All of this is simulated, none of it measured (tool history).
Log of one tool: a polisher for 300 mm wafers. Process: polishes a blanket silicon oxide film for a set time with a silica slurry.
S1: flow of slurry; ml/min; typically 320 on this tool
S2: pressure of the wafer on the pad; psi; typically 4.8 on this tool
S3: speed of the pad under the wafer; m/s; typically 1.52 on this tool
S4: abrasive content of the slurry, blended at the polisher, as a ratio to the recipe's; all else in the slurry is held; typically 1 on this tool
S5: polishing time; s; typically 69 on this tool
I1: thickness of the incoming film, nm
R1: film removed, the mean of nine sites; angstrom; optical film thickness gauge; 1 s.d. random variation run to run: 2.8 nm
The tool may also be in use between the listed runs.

{"run": 1, "hour": 0.0, "S1": 320, "S2": 4.8, "S3": 1.52, "S4": 1, "S5": 69, "I1": 1217.4, "R1": 2689}
{"run": 2, "hour": 13.8, "S1": 320, "S2": 4.8, "S3": 1.52, "S4": 1, "S5": 69, "I1": 1229.3, "R1": 2659}
{"run": 3, "hour": 29.9, "S1": 320, "S2": 4.8, "S3": 1.52, "S4": 1, "S5": 69, "I1": 1207.5, "R1": 2595}
{"run": 4, "hour": 38.5, "S1": 320, "S2": 4.8, "S3": 1.52, "S4": 1, "S5": 69, "I1": 1202.2, "R1": 2627}
{"run": 5, "hour": 50.9, "S1": 320, "S2": 4.8, "S3": 1.52, "S4": 1, "S5": 69, "I1": 1217.1, "R1": 2547}
{"hour": 55.7, "done": "worn pad replaced by a new one"}
{"run": 6, "hour": 67.4, "S1": 320, "S2": 4.8, "S3": 1.52, "S4": 1, "S5": 69, "I1": 1220.8, "R1": 2694}
{"run": 7, "hour": 76.4, "S1": 320, "S2": 4.8, "S3": 1.52, "S4": 1, "S5": 69, "I1": 1208.1, "R1": 2679}
{"run": 8, "hour": 85.1, "S1": 320, "S2": 4.8, "S3": 1.52, "S4": 1, "S5": 69, "I1": 1226.5, "R1": 2687}
{"run": 9, "hour": 94.6, "S1": 320, "S2": 4.8, "S3": 1.52, "S4": 1, "S5": 69, "I1": 1210.1, "R1": 2613}
{"run": 10, "hour": 111.5, "S1": 345, "S2": 4.8, "S3": 1.52, "S4": 1, "S5": 69, "I1": 1236.1, "R1": 2683}
{"hour": 121.2, "done": "worn pad replaced by a new one"}
{"run": 11, "hour": 121.7, "S1": 345, "S2": 4.8, "S3": 1.52, "S4": 1, "S5": 69, "I1": 1216.9, "R1": 2708}
{"run": 12, "hour": 138.4, "S1": 235, "S2": 5.4, "S3": 1.52, "S4": 0.8, "S5": 53, "I1": 1211.5, "R1": 1944}
{"run": 13, "hour": 152.3, "S1": 320, "S2": 4.8, "S3": 1.24, "S4": 1.25, "S5": 69, "I1": 1242.6, "R1": 2584}
{"run": 14, "hour": 161.8, "S1": 255, "S2": 5.3, "S3": 1.52, "S4": 1, "S5": 69, "I1": 1215.4, "R1": 2877}
{"run": 15, "hour": 170.5, "S1": 215, "S2": 5.6, "S3": 1.52, "S4": 1, "S5": 81, "I1": 1222, "R1": 3549}
{"hour": 175.5, "done": "slurry blender recalibrated"}
{"hour": 187.8, "done": "worn pad replaced by a new one"}
{"run": 16, "hour": 188.3, "S1": 320, "S2": 4.8, "S3": 1.52, "S4": 1, "S5": 69, "I1": 1197.7, "R1": 2803}
{"hour": 191.9, "done": "slurry nozzle cleaned"}
{"hour": 217.9, "done": "head pressure recalibrated"}
{"run": 17, "hour": 239.5, "S1": 320, "S2": 5.4, "S3": 1.52, "S4": 1.3, "S5": 69, "I1": 1212.3, "R1": 3459}
{"hour": 248.0, "done": "conditioning disc replaced and pad reconditioned"}
{"run": 18, "hour": 248.5, "S1": 290, "S2": 3.1, "S3": 1.52, "S4": 1.2, "S5": 55, "I1": 1201.1, "R1": 1496}
{"run": 19, "hour": 256.7, "S1": 400, "S2": 4.8, "S3": 1.52, "S4": 1, "S5": 69, "I1": 1204.7, "R1": 2666}
{"hour": 272.3, "done": "worn pad replaced by a new one"}
{"run": 20, "hour": 272.8, "S1": 365, "S2": 5.3, "S3": 1.52, "S4": 1, "S5": 51, "I1": 1212.2, "R1": 2237}
{"run": 21, "hour": 279.4, "S1": 275, "S2": 4.8, "S3": 1.26, "S4": 0.85, "S5": 86, "I1": 1244.4, "R1": 2522}
{"run": 22, "hour": 286.7, "S1": 280, "S2": 4.8, "S3": 1.52, "S4": 1.3, "S5": 82, "I1": 1217.3, "R1": 3763}
{"run": 23, "hour": 298.9, "S1": 320, "S2": 5.2, "S3": 1.2, "S4": 0.85, "S5": 46, "I1": 1235.7, "R1": 1407}
{"run": 24, "hour": 305.9, "S1": 320, "S2": 4.8, "S3": 1.52, "S4": 1, "S5": 69, "I1": 1230.9, "R1": 2675}
{"run": 25, "hour": 316.8, "S1": 255, "S2": 4, "S3": 1.82, "S4": 1, "S5": 92, "I1": 1193.8, "R1": 3365}
{"run": 26, "hour": 334.6, "S1": 345, "S2": 4.8, "S3": 1.52, "S4": 1, "S5": 69, "I1": 1230.2, "R1": 2610}

Results per run with the tool's hidden condition removed, run-to-run variation unchanged:
Unlogged tool condition in this case: removal rate lost through wear of the pad, %; slurry flow missing at the pad, %; deviation of the head's pressure from its setpoint, %; abrasive missing from the slurry, %; time polished since the conditioner stopped cutting, s.
run=1 R1=2770
run=2 R1=2773
run=3 R1=2746
run=4 R1=2802
run=5 R1=2749
run=6 R1=2755
run=7 R1=2761
run=8 R1=2791
run=9 R1=2737
run=10 R1=2855
run=11 R1=2733
run=12 R1=1991
run=13 R1=2680
run=14 R1=3009
run=15 R1=3742
run=16 R1=2824
run=17 R1=3649
run=18 R1=1591
run=19 R1=2857
run=20 R1=2257
run=21 R1=2558
run=22 R1=3842
run=23 R1=1452
run=24 R1=2778
run=25 R1=3530
run=26 R1=2783
